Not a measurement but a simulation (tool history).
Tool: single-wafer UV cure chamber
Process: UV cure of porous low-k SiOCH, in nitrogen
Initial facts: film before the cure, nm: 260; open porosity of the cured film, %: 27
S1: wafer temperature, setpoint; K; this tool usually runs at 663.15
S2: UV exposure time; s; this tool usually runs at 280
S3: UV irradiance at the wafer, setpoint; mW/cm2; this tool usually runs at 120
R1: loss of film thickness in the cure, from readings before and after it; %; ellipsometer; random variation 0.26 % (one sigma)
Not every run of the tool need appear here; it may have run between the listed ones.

run,hour,S1,S2,S3,R1
1,0.0,663.15,280,120,14.908
2,70.3,663.15,280,120,15.268
3,101.0,663.15,280,120,14.238
4,156.8,663.15,280,120,14.925
5,228.7,663.15,280,120,14.248
6,261.4,663.15,280,120,14.709
7,325.9,663.15,280,120,14.717
8,364.6,663.15,280,120,14.216
# hour 439.3: quartz window cleaned
9,492.1,675.15,280,105,13.527
10,561.6,675.15,280,105,13.576
11,616.5,663.15,280,143,14.566
# hour 666.2: UV bulbs replaced
12,684.7,663.15,280,120,15.811
13,726.2,663.15,280,120,15.942
14,795.7,663.15,280,120,15.722
15,822.7,675.15,280,120,15.941
16,1011.4,663.15,375,156,19.000
17,1038.5,663.15,380,93,15.983
# hour 1080.0: quartz window cleaned
18,1145.2,672.15,335,155,18.268
19,1178.8,670.15,210,120,14.226
20,1234.3,682.15,155,90,11.533

Run 21 comes next. What will it give?
21,1303.4,663.15,280,120,?

R1: 15.833 %
Without the tool's hidden state the same run would have given R1 16.123 %.

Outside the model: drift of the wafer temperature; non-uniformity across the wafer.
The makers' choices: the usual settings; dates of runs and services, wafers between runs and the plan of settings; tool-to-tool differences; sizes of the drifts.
